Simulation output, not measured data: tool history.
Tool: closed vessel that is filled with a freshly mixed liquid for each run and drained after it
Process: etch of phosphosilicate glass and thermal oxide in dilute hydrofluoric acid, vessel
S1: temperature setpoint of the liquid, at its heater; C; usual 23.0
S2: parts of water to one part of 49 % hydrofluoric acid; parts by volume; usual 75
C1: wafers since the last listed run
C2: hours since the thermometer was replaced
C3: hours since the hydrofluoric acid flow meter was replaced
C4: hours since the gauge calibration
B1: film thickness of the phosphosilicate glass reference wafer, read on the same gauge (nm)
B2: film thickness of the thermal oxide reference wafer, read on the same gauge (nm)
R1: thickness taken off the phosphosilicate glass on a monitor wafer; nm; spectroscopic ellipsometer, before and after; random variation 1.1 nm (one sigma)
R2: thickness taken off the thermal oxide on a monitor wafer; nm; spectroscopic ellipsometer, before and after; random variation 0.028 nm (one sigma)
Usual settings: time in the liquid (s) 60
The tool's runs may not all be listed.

run 1 day=0.000 | S1=26.5 S2=75 time_in_the_liquid_(s)=60 | C1=0 C2=1660.1 C3=73.8 C4=464.7 | B1=109.98 B2=139.987 | R1=169.92 R2=4.385
run 2 day=0.675 | S1=26.0 S2=75 time_in_the_liquid_(s)=60 | C1=1553 C2=1676.3 C3=90.0 C4=480.9 | B1=110.04 B2=139.997 | R1=164.79 R2=4.306
run 3 day=1.550 | S1=26.0 S2=75 time_in_the_liquid_(s)=60 | C1=2014 C2=1697.3 C3=111.0 C4=501.9 | B1=109.99 B2=140.008 | R1=168.32 R2=4.313
run 4 day=2.496 | S1=21.0 S2=75 time_in_the_liquid_(s)=60 | C1=2177 C2=1720.0 C3=133.7 C4=524.6 | B1=109.99 B2=140.010 | R1=135.34 R2=3.534
run 5 day=3.038 | S1=21.0 S2=75 time_in_the_liquid_(s)=60 | C1=1247 C2=1733.0 C3=146.7 C4=537.6 | B1=109.97 B2=140.026 | R1=135.84 R2=3.502
run 6 day=3.654 | S1=21.0 S2=75 time_in_the_liquid_(s)=60 | C1=1419 C2=1747.8 C3=161.5 C4=552.4 | B1=109.99 B2=139.973 | R1=134.71 R2=3.563
run 7 day=4.362 | S1=23.0 S2=75 time_in_the_liquid_(s)=60 | C1=1630 C2=1764.8 C3=178.5 C4=569.4 | B1=110.01 B2=140.003 | R1=146.77 R2=3.852
run 8 day=5.121 | S1=23.0 S2=75 time_in_the_liquid_(s)=60 | C1=1745 C2=1783.0 C3=196.7 C4=587.6 | B1=110.01 B2=139.991 | R1=149.05 R2=3.842
run 9 day=6.092 | S1=26.5 S2=75 time_in_the_liquid_(s)=85 | C1=2235 C2=1806.3 C3=220.0 C4=610.9 | B1=109.98 B2=139.974 | R1=242.90 R2=6.203
-- day=7.071 thermometer replaced
run 10 day=7.138 | S1=25.5 S2=50 time_in_the_liquid_(s)=80 | C1=2311 C2=1.6 C3=245.1 C4=636.0 | B1=109.99 B2=139.995 | R1=369.21 R2=9.568
-- day=8.050 gauge calibrated
run 11 day=8.283 | S1=20.0 S2=60 time_in_the_liquid_(s)=30 | C1=2637 C2=29.1 C3=272.6 C4=5.6 | B1=110.04 B2=140.013 | R1=90.28 R2=2.379
run 12 day=8.800 | S1=27.0 S2=75 time_in_the_liquid_(s)=60 | C1=1189 C2=41.5 C3=285.0 C4=18.0 | B1=110.01 B2=139.997 | R1=191.51 R2=4.952
run 13 day=10.021 | S1=26.5 S2=45 time_in_the_liquid_(s)=75 | C1=2810 C2=70.8 C3=314.3 C4=47.3 | B1=109.99 B2=140.001 | R1=400.66 R2=10.528
run 14 day=11.117 | S1=23.0 S2=75 time_in_the_liquid_(s)=60 | C1=2522 C2=97.1 C3=340.6 C4=73.6 | B1=109.99 B2=139.999 | R1=162.43 R2=4.242
run 15 day=11.742 | S1=21.5 S2=55 time_in_the_liquid_(s)=90 | C1=1438 C2=112.1 C3=355.6 C4=88.6 | B1=110.00 B2=139.996 | R1=317.94 R2=8.254
run 16 day=12.408 | S1=23.0 S2=75 time_in_the_liquid_(s)=60 | C1=1534 C2=128.1 C3=371.6 C4=104.6 | B1=109.98 B2=139.984 | R1=160.99 R2=4.230
run 17 day=13.450 | S1=23.0 S2=75 time_in_the_liquid_(s)=85 | C1=2398 C2=153.1 C3=396.6 C4=129.6 | B1=109.98 B2=139.984 | R1=231.62 R2=5.885
run 18 day=14.158 | S1=27.0 S2=75 time_in_the_liquid_(s)=90 | C1=1630 C2=170.1 C3=413.6 C4=146.6 | B1=110.01 B2=139.999 | R1=284.40 R2=7.400
-- day=14.304 hydrofluoric acid flow meter replaced
run 19 day=14.892 | S1=27.0 S2=40 time_in_the_liquid_(s)=60 | C1=1592 C2=187.7 C3=14.1 C4=164.2 | B1=109.97 B2=139.990 | R1=362.73 R2=9.332
run 20 day=15.475 | S1=23.0 S2=75 time_in_the_liquid_(s)=60 | C1=1342 C2=201.7 C3=28.1 C4=178.2 | B1=110.03 B2=139.992 | R1=157.48 R2=4.110
run 21 day=16.546 | S1=23.0 S2=100 time_in_the_liquid_(s)=60 | C1=2465 C2=227.4 C3=53.8 C4=203.9 | B1=110.00 B2=140.012 | R1=114.21 R2=3.005
run 22 day=17.933 | S1=23.0 S2=35 time_in_the_liquid_(s)=70 | C1=3194 C2=260.7 C3=87.1 C4=237.2 | B1=109.98 B2=140.010 | R1=415.22 R2=10.780
run 23 day=19.146 | S1=19.0 S2=40 time_in_the_liquid_(s)=30 | C1=2791 C2=289.8 C3=116.2 C4=266.3 | B1=110.00 B2=140.010 | R1=131.30 R2=3.366
run 24 day=20.629 | S1=19.5 S2=90 time_in_the_liquid_(s)=80 | C1=3414 C2=325.4 C3=151.8 C4=301.9 | B1=110.01 B2=140.019 | R1=148.52 R2=3.879
run 25 day=21.296 | S1=26.5 S2=45 time_in_the_liquid_(s)=75 | C1=1534 C2=341.4 C3=167.8 C4=317.9 | B1=110.02 B2=139.984 | R1=389.34 R2=10.161

4 ways to go on from here, each from the tool as it stands after run 25. What would each give?
run A day=21.325 | S1=23.0 S2=75 time_in_the_liquid_(s)=60 | C1=67 C2=342.1 C3=168.5 C4=318.6 | B1=? B2=? | R1=? R2=?
run B day=21.325 | S1=24.5 S2=85 time_in_the_liquid_(s)=60 | C1=67 C2=342.1 C3=168.5 C4=318.6 | B1=? B2=? | R1=? R2=?
run C day=21.325 | S1=23.0 S2=75 time_in_the_liquid_(s)=80 | C1=67 C2=342.1 C3=168.5 C4=318.6 | B1=? B2=? | R1=? R2=?
run D day=21.325 | S1=21.5 S2=105 time_in_the_liquid_(s)=40 | C1=67 C2=342.1 C3=168.5 C4=318.6 | B1=? B2=? | R1=? R2=?

run=A B1=109.99 B2=140.014 R1=157.82 R2=4.112
run=B B1=109.99 B2=140.014 R1=146.17 R2=3.808
run=C B1=109.99 B2=140.014 R1=210.43 R2=5.482
run=D B1=109.99 B2=140.014 R1=68.26 R2=1.778
Without the tool's hidden state the same runs would have given:
run=A R1=159.65 R2=4.159
run=B R1=147.77 R2=3.850
run=C R1=212.87 R2=5.546
run=D R1=69.02 R2=1.798

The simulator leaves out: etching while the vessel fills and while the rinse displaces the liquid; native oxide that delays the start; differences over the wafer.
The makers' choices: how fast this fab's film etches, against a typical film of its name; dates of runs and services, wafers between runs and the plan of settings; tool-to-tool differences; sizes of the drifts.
